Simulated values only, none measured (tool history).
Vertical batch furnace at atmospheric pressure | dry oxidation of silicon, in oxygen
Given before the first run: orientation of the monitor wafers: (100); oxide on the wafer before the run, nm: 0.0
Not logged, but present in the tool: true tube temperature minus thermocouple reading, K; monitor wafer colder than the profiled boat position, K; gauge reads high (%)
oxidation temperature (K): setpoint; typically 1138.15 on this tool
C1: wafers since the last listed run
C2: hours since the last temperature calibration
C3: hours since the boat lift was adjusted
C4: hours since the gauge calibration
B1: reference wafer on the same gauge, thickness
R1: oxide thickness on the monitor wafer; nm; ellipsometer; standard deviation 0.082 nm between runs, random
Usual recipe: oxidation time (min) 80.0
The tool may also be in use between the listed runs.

Run 1, hour 0.0: usual settings but oxidation time (min) 106.0; C1 0; C2 4651.1; C3 1675.6; C4 1324.2; B1 16.19. Result: R1 17.06 nm.
At hour 8.8: gauge calibrated.
Run 2, hour 69.3: usual settings; C1 1238; C2 4720.4; C3 1744.9; C4 60.5; B1 17.33. Result: R1 15.12 nm.
Run 3, hour 129.3: usual settings; C1 1072; C2 4780.4; C3 1804.9; C4 120.5; B1 17.35. Result: R1 15.07 nm.
Run 4, hour 176.6: usual settings; C1 845; C2 4827.7; C3 1852.2; C4 167.8; B1 17.32. Result: R1 15.08 nm.
Run 5, hour 215.4: usual settings but oxidation time (min) 69.0; C1 693; C2 4866.5; C3 1891.0; C4 206.6; B1 17.28. Result: R1 13.56 nm.
Run 6, hour 277.2: usual settings but oxidation time (min) 69.0; C1 1104; C2 4928.3; C3 1952.8; C4 268.4; B1 17.28. Result: R1 13.58 nm.
Run 7, hour 331.4: usual settings but oxidation temperature (K) 1158.15; C1 968; C2 4982.5; C3 2007.0; C4 322.6; B1 17.29. Result: R1 18.92 nm.
Run 8, hour 392.0: usual settings but oxidation temperature (K) 1158.15; C1 1083; C2 5043.1; C3 2067.6; C4 383.2; B1 17.23. Result: R1 18.50 nm.
Run 9, hour 435.9: usual settings; C1 784; C2 5087.0; C3 2111.5; C4 427.1; B1 17.24. Result: R1 14.99 nm.
Run 10, hour 484.6: usual settings but oxidation time (min) 89.0; C1 870; C2 5135.7; C3 2160.2; C4 475.8; B1 17.22. Result: R1 16.04 nm.
Run 11, hour 543.4: usual settings but oxidation temperature (K) 1128.15, oxidation time (min) 111.5; C1 1051; C2 5194.5; C3 2219.0; C4 534.6; B1 17.14. Result: R1 16.59 nm.
Run 12, hour 613.6: usual settings but oxidation time (min) 62.0; C1 1254; C2 5264.7; C3 2289.2; C4 604.8; B1 17.11. Result: R1 12.45 nm.
Run 13, hour 754.9: usual settings but oxidation time (min) 62.0; C1 2525; C2 5406.0; C3 2430.5; C4 746.1; B1 16.98. Result: R1 12.34 nm.
Run 14, hour 793.3: usual settings; C1 686; C2 5444.4; C3 2468.9; C4 784.5; B1 16.96. Result: R1 14.80 nm.
Run 15, hour 845.7: usual settings; C1 936; C2 5496.8; C3 2521.3; C4 836.9; B1 16.95. Result: R1 14.74 nm.
Run 16, hour 883.5: usual settings; C1 675; C2 5534.6; C3 2559.1; C4 874.7; B1 16.89. Result: R1 14.69 nm.
At hour 930.8: thermocouples replaced and temperature profile calibrated.
Run 17, hour 943.5: usual settings; C1 643; C2 12.7; C3 2619.1; C4 934.7; B1 16.82. Result: R1 14.68 nm.
Run 18, hour 971.5: usual settings; C1 500; C2 40.7; C3 2647.1; C4 962.7; B1 16.80. Result: R1 14.78 nm.
Run 19, hour 1008.5: usual settings but oxidation temperature (K) 1146.15; C1 661; C2 77.7; C3 2684.1; C4 999.7; B1 16.75. Result: R1 15.96 nm.
Run 20, hour 1036.0: usual settings but oxidation temperature (K) 1156.15, oxidation time (min) 91.0; C1 491; C2 105.2; C3 2711.6; C4 1027.2; B1 16.72. Result: R1 19.25 nm.
Run 21, hour 1092.6: usual settings but oxidation temperature (K) 1151.15, oxidation time (min) 103.0; C1 1011; C2 161.8; C3 2768.2; C4 1083.8; B1 16.67. Result: R1 19.76 nm.
Run 22, hour 1132.3: usual settings but oxidation temperature (K) 1117.15, oxidation time (min) 111.5; C1 709; C2 201.5; C3 2807.9; C4 1123.5; B1 16.59. Result: R1 14.17 nm.
Run 23, hour 1199.9: usual settings but oxidation temperature (K) 1156.15, oxidation time (min) 50.0; C1 1208; C2 269.1; C3 2875.5; C4 1191.1; B1 16.55. Result: R1 12.80 nm.
At hour 1270.3: boat lift adjusted.
Run 24, hour 1270.8: usual settings but oxidation temperature (K) 1161.15, oxidation time (min) 70.0; C1 838; C2 340.0; C3 0.5; C4 1262.0; B1 16.45. Result: R1 16.64 nm.
Run 25, hour 1302.7: usual settings but oxidation temperature (K) 1115.15, oxidation time (min) 43.5; C1 570; C2 371.9; C3 32.4; C4 1293.9; B1 16.37. Result: R1 7.11 nm.
At hour 1328.4: gauge calibrated.
Run 26, hour 1366.2: usual settings but oxidation temperature (K) 1122.15, oxidation time (min) 43.0; C1 1135; C2 435.4; C3 95.9; C4 37.8; B1 17.34. Result: R1 8.01 nm.
Run 27, hour 1398.0: usual settings but oxidation temperature (K) 1162.15, oxidation time (min) 116.0; C1 568; C2 467.2; C3 127.7; C4 69.6; B1 17.35. Result: R1 24.96 nm.
Run 28, hour 1423.8: usual settings but oxidation temperature (K) 1156.15, oxidation time (min) 66.5; C1 461; C2 493.0; C3 153.5; C4 95.4; B1 17.33. Result: R1 16.34 nm.
Run 29, hour 1466.0: usual settings but oxidation temperature (K) 1156.15, oxidation time (min) 50.0; C1 754; C2 535.2; C3 195.7; C4 137.6; B1 17.35. Result: R1 13.32 nm.
Run 30, hour 1525.7: usual settings but oxidation temperature (K) 1129.15, oxidation time (min) 49.5; C1 1067; C2 594.9; C3 255.4; C4 197.3; B1 17.31. Result: R1 9.70 nm.
Run 31, hour 1596.2: usual settings but oxidation temperature (K) 1151.15, oxidation time (min) 103.0; C1 1260; C2 665.4; C3 325.9; C4 267.8; B1 17.33. Result: R1 20.50 nm.
Run 32, hour 1630.0: usual settings; C1 604; C2 699.2; C3 359.7; C4 301.6; B1 17.29. Result: R1 15.05 nm.
Run 33, hour 1663.1: usual settings; C1 591; C2 732.3; C3 392.8; C4 334.7; B1 17.27. Result: R1 14.99 nm.
Run 34, hour 1688.0: usual settings but oxidation temperature (K) 1127.15, oxidation time (min) 43.5; C1 445; C2 757.2; C3 417.7; C4 359.6; B1 17.30. Result: R1 8.68 nm.
Run 35, hour 1746.1: usual settings but oxidation temperature (K) 1115.15, oxidation time (min) 94.0; C1 1038; C2 815.3; C3 475.8; C4 417.7; B1 17.27. Result: R1 12.87 nm.
Run 36, hour 1780.5: usual settings but oxidation temperature (K) 1116.15, oxidation time (min) 104.0; C1 614; C2 849.7; C3 510.2; C4 452.1; B1 17.27. Result: R1 13.96 nm.
Run 37, hour 1841.9: usual settings but oxidation temperature (K) 1114.15, oxidation time (min) 63.5; C1 1097; C2 911.1; C3 571.6; C4 513.5; B1 17.19. Result: R1 9.64 nm.
Run 38, hour 1879.2: usual settings; C1 666; C2 948.4; C3 608.9; C4 550.8; B1 17.17. Result: R1 14.91 nm.

Some steps in R1, run to run, broken into two amounts with sign: the step expected even without the hidden condition (settings, incoming material, random variation), and the rest, left for the hidden condition together with whatever gauge scatter is not in both the measured and the hidden-condition-free result:
Run 1 -> 2: oxidation time (min) 106.0 -> 80.0, gauge calibrated. R1 -1.94 nm: hidden state +1.16, all else -3.10.
Run 24 -> 25: oxidation temperature (K) 1161.15 -> 1115.15, oxidation time (min) 70.0 -> 43.5. R1 -9.53 nm: hidden state +0.42, all else -9.95.
Run 25 -> 26: oxidation temperature (K) 1115.15 -> 1122.15, oxidation time (min) 43.5 -> 43.0, gauge calibrated. R1 +0.90 nm: hidden state +0.43, all else +0.47.
Run 26 -> 27: oxidation temperature (K) 1122.15 -> 1162.15, oxidation time (min) 43.0 -> 116.0. R1 +16.95 nm: hidden state +0.15, all else +16.80.
Run 30 -> 31: oxidation temperature (K) 1129.15 -> 1151.15, oxidation time (min) 49.5 -> 103.0. R1 +10.80 nm: hidden state +0.06, all else +10.74.
